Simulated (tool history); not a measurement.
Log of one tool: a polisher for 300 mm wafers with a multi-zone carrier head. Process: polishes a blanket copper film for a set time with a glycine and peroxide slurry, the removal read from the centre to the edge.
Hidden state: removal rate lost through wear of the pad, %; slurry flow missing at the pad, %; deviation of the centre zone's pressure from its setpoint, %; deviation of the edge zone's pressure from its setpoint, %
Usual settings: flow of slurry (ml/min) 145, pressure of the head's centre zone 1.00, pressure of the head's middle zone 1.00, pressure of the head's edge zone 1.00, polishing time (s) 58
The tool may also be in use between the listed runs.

run   hour  flow of slurry (ml/min)  pressure of the head's centre zone  pressure of the head's middle zone  pressure of the head's edge zone  polishing time (s)  wafers since the last listed run  wafers polished on this pad  hours since the slurry nozzle was cleaned  hours since the centre zone pressure was calibrated  hours since the edge zone pressure was calibrated  hours since the carrier head's membrane was replaced  incoming thickness of the incoming film, nm  film removed at the wafer's centre (Å)  film removed at mid-radius (Å)  film removed at the wafer's edge (Å)
  1    0.0                      145                                1.00                                1.00                              1.00                  58                                 0                         2134                                      531.4                                                595.8                                             1129.1                                                1714.7                                       2270.3                                    2371                            2194                                  2197
      10.5  -- worn pad replaced by a new one
  2   27.9                      145                                1.00                                1.00                              1.00                  58                               306                          222                                      559.3                                                623.7                                             1157.0                                                1742.6                                       2313.2                                    2385                            2189                                  2219
  3   44.4                      130                                1.00                                1.00                              1.00                  52                               211                          434                                      575.8                                                640.2                                             1173.5                                                1759.1                                       2311.7                                    2120                            1898                                  1921
      68.0  -- slurry nozzle cleaned
      69.0  -- edge zone pressure recalibrated
  4   78.8                      145                                1.00                                1.00                              1.00                  58                               415                          849                                       10.8                                                674.6                                                9.8                                                1793.5                                       2297.3                                    2407                            2196                                  2205
      96.5  -- centre zone pressure recalibrated
  5  109.8                      105                                1.09                                1.00                              1.00                  77                               371                         1221                                       41.8                                                 13.3                                               40.8                                                1824.5                                       2300.3                                    2479                            2650                                  2761
     136.1  -- carrier head's membrane replaced by a new one
  6  138.8                      125                                1.00                                1.00                              1.05                  58                               307                         1529                                       70.8                                                 42.3                                               69.8                                                   2.7                                       2274.7                                    1806                            2123                                  2209
  7  167.8                      145                                1.00                                0.94                              0.97                  58                               371                         1900                                       99.8                                                 71.3                                               98.8                                                  31.7                                       2301.2                                    1925                            2074                                  2124
     182.7  -- worn pad replaced by a new one
  8  202.0                       95                                1.00                                1.08                              1.00                  58                               386                          247                                      134.0                                                105.5                                              133.0                                                  65.9                                       2301.4                                    1658                            2078                                  2042
  9  220.7                      185                                1.00                                0.91                              0.92                  58                               239                          487                                      152.7                                                124.2                                              151.7                                                  84.6                                       2314.9                                    2056                            2106                                  2212
 10  251.1                      145                                0.93                                1.05                              1.00                  71                               389                          876                                      183.1                                                154.6                                              182.1                                                 115.0                                       2282.7                                    2244                            2807                                  2685
 11  267.3                      160                                1.00                                1.00                              1.00                  58                               207                         1084                                      199.3                                                170.8                                              198.3                                                 131.2                                       2312.1                                    2004                            2244                                  2185
 12  289.5                      100                                1.00                                1.00                              1.11                  58                               284                         1368                                      221.5                                                193.0                                              220.5                                                 153.4                                       2310.3                                    1779                            2001                                  2156
     300.2  -- centre zone pressure recalibrated, repeated, since the last time left the tool worse
 13  318.9                      145                                1.00                                1.00                              1.00                  58                               351                         1720                                      250.9                                                 18.7                                              249.9                                                 182.8                                       2300.4                                    2246                            2165                                  2216
 14  333.7                      110                                0.93                                1.07                              1.00                  58                               189                         1909                                      265.7                                                 33.5                                              264.7                                                 197.6                                       2299.6                                    1929                            2177                                  2089
 15  360.3                      145                                1.00                                1.00                              1.00                  73                               340                         2250                                      292.3                                                 60.1                                              291.3                                                 224.2                                       2304.9                                    2858                            2773                                  2744
 16  377.9                      175                                1.00                                1.00                              1.05                  58                               225                         2476                                      309.9                                                 77.7                                              308.9                                                 241.8                                       2294.5                                    2365                            2270                                  2311
     389.8  -- worn pad replaced by a new one
 17  406.7                      145                                1.00                                1.00                              1.00                  58                               317                          216                                      338.7                                                106.5                                              337.7                                                 270.6                                       2295.8                                    2340                            2200                                  2237
 18  439.2                      145                                1.00                                1.00                              1.04                  58                               416                          632                                      371.2                                                139.0                                              370.2                                                 303.1                                       2254.6                                    2318                            2155                                  2252
 19  473.0                      145                                1.00                                1.00                              1.00                  58                               433                         1065                                      405.0                                                172.8                                              404.0                                                 336.9                                       2284.2                                    2312                            2181                                  2235
 20  494.4                      145                                1.00                                1.00                              1.00                  63                               274                         1340                                      426.4                                                194.2                                              425.4                                                 358.3                                       2289.4                                    2519                            2399                                  2404
 21  510.6                      145                                1.00                                1.00                              1.00                  58                               207                         1547                                      442.6                                                210.4                                              441.6                                                 374.5                                       2282.8                                    2349                            2193                                  2186

5 ways to go on from here, each from the tool as it stands after run 21. What would each give?
  A  511.0                      145                                1.00                                0.93                              1.00                  58                                 5                         1552                                      443.0                                                210.8                                              442.0                                                 374.9                                       2295.7                                       ?                               ?                                     ?
  B  511.0                      145                                1.10                                1.00                              1.12                  58                                 5                         1552                                      443.0                                                210.8                                              442.0                                                 374.9                                       2295.7                                       ?                               ?                                     ?
  C  511.0                      145                                1.10                                1.00                              1.00                  69                                 5                         1552                                      443.0                                                210.8                                              442.0                                                 374.9                                       2295.7                                       ?                               ?                                     ?
  D  511.0                      145                                0.90                                1.00                              1.00                  58                                 5                         1552                                      443.0                                                210.8                                              442.0                                                 374.9                                       2295.7                                       ?                               ?                                     ?
  E  511.0                      145                                0.91                                1.00                              0.88                  58                                 5                         1552                                      443.0                                                210.8                                              442.0                                                 374.9                                       2295.7                                       ?                               ?                                     ?

run  film removed at the wafer's centre (Å)  film removed at mid-radius (Å)  film removed at the wafer's edge (Å)
  A                                    2342                            2046                                  2231
  B                                    2578                            2173                                  2357
  C                                    3067                            2586                                  2651
  D                                    2108                            2176                                  2228
  E                                    2131                            2176                                  2099
Without the tool's hidden state the same runs would have given:
run  film removed at the wafer's centre (Å)  film removed at mid-radius (Å)  film removed at the wafer's edge (Å)
  A                                    2214                            2047                                  2231
  B                                    2438                            2174                                  2357
  C                                    2901                            2587                                  2651
  D                                    1992                            2177                                  2228
  E                                    2014                            2177                                  2099
